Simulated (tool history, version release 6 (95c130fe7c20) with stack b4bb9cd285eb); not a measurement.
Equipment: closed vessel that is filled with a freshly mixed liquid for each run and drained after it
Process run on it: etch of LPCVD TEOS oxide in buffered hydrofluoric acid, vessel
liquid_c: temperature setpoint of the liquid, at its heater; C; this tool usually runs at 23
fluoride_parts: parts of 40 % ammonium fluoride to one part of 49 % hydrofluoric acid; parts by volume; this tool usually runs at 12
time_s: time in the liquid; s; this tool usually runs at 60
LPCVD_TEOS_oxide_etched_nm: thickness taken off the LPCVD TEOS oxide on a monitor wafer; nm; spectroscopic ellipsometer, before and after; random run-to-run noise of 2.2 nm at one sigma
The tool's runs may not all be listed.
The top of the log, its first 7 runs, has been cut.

run,hour,liquid_c,fluoride_parts,time_s,"read-back film thickness of the LPCVD TEOS oxide reference wafer, read on the same gauge (nm)",LPCVD_TEOS_oxide_etched_nm
8,511.4,19.5,12,60,149.99,199.09
9,559.1,23,12,60,150.03,245.7
10,641,23,12,60,150,243.3
11,720,23,12,60,149.99,247.86
12,795.2,23,12,60,149.98,246.33
# hour 811.7: gauge calibrated
# hour 998.1: hydrofluoric acid flow meter replaced
13,1096.4,23,15,60,149.93,188.92
14,1199.7,23,15,60,150.04,188.11
# hour 1399.6: thermometer replaced
15,1521.7,23,12,45,150.06,181.23
16,1586.4,19,14.5,90,149.98,236.57
17,1629.7,20.5,10.5,60,149.99,231.93
18,1680.7,19.5,8.5,85,149.97,382.42
19,1760.2,18.5,14.5,75,149.97,192.09
20,1816.3,23,12,60,149.99,240.25
21,1894.7,23,12,40,150.03,160.11
# hour 1958.8: hydrofluoric acid flow meter replaced
22,2128.2,23,7.5,40,150.02,244.42
23,2186.6,26,10.5,45,150.01,237.58
24,2294.1,21.5,12,60,150.01,218.98
25,2354.7,23,12,35,150.04,139.33
26,2443.2,23,8,60,149.97,343.22
27,2534.3,23,12,60,149.99,239.28
28,2601.6,23,12,60,149.98,237.84
29,2641.7,23,12,85,150.03,339.47
30,2831.6,23,12,50,150,204.01
# hour 2864.5: hydrofluoric acid flow meter replaced
31,2870.2,19.5,8.5,60,150.02,259.03
32,2942.2,23,14.5,60,149.95,192.91

Alternative continuations, all from the tool just after run 32; predict every row:
A,2942.9,23,12,60,?,?
B,2942.9,19.5,12,75,?,?
C,2942.9,26,8.5,80,?,?
D,2942.9,18,12,60,?,?
E,2942.9,23,16.5,60,?,?

run,"read-back film thickness of the LPCVD TEOS oxide reference wafer, read on the same gauge (nm)",LPCVD_TEOS_oxide_etched_nm
A,150,228.99
B,150,235.65
C,150,488.52
D,150,173.21
E,150,167.54
What these runs would have given with no unlogged condition in the tool:
run,LPCVD_TEOS_oxide_etched_nm
A,226.93
B,233.54
C,483.66
D,171.65
E,166.02
